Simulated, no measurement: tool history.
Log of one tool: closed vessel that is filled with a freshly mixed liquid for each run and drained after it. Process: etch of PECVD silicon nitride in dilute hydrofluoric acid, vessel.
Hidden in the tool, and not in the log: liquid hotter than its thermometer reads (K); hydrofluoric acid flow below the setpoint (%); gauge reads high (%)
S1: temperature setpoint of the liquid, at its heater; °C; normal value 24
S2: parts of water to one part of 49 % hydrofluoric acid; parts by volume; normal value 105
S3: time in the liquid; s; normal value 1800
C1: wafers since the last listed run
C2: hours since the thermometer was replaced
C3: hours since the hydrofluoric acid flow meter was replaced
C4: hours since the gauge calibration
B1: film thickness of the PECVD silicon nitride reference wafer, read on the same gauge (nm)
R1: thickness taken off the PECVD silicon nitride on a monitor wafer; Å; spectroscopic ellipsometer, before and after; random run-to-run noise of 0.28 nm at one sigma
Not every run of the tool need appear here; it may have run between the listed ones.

run	hour	S1	S2	S3	C1	C2	C3	C4	B1	R1
1	0	24	70	1800	0	656.4	386.3	1401.9	149.99	459.7
2	100.8	24	70	1800	3289	757.2	487.1	1502.7	150.01	460.4
3	199.9	24	105	2585	3233	856.3	586.2	1601.8	150.02	442.3
4	245	24	105	2585	1471	901.4	631.3	1646.9	150.01	440.7
5	288	24	105	2585	1403	944.4	674.3	1689.9	150.02	442.9
# hour 437.5: thermometer replaced
6	486.1	24	105	1800	6431	48.6	872.4	1888	150	303.3
7	580.4	24	105	1800	3077	142.9	966.7	1982.3	150.02	307.2
# hour 627.1: gauge calibrated
8	683.6	24	105	1800	3367	246.1	1069.9	56.5	150.03	309.7
9	769.7	24	105	1800	2809	332.2	1156	142.6	150	311.8
10	853.5	24	105	1800	2734	416	1239.8	226.4	150	310.4
11	956.1	24	105	1800	3348	518.6	1342.4	329	150	306.1
12	1059.9	24	105	1800	3387	622.4	1446.2	432.8	150	310.7
13	1141.5	24	105	1800	2662	704	1527.8	514.4	149.98	307.5
14	1180.4	28	90	1800	1269	742.9	1566.7	553.3	150.03	470.1
# hour 1183: hydrofluoric acid flow meter replaced
15	1330.6	28.5	105	1295	4868	893.1	147.6	703.5	150	294.6
16	1423	24	120	1800	3015	985.5	240	795.9	150.01	266.9
17	1493.2	26	55	1800	2290	1055.7	310.2	866.1	149.99	662.2
# hour 1510.8: thermometer replaced
18	1564.7	24	120	1800	2300	53.9	381.7	937.6	150	268.7
19	1639.1	21.5	80	2725	2427	128.3	456.1	1012	150.03	521.1
20	1695.9	24	105	1800	1853	185.1	512.9	1068.8	149.99	309
21	1801	24	130	840	3429	290.2	618	1173.9	150	116.5
22	1884.1	28	105	1325	2711	373.3	701.1	1257	150	293.5
23	1920.2	20	140	815	1178	409.4	737.2	1293.1	150	81.5

Run 24, settings as shown, results not yet in. Your forecast:
24	2000	24	105	1800	2604	489.2	817	1372.9	?	?

Run 24 yielded B1 149.99, R1 303.5 Å.
On a tool with no hidden condition, and with the same random variation, this run would have come out at R1 303.5 Å.

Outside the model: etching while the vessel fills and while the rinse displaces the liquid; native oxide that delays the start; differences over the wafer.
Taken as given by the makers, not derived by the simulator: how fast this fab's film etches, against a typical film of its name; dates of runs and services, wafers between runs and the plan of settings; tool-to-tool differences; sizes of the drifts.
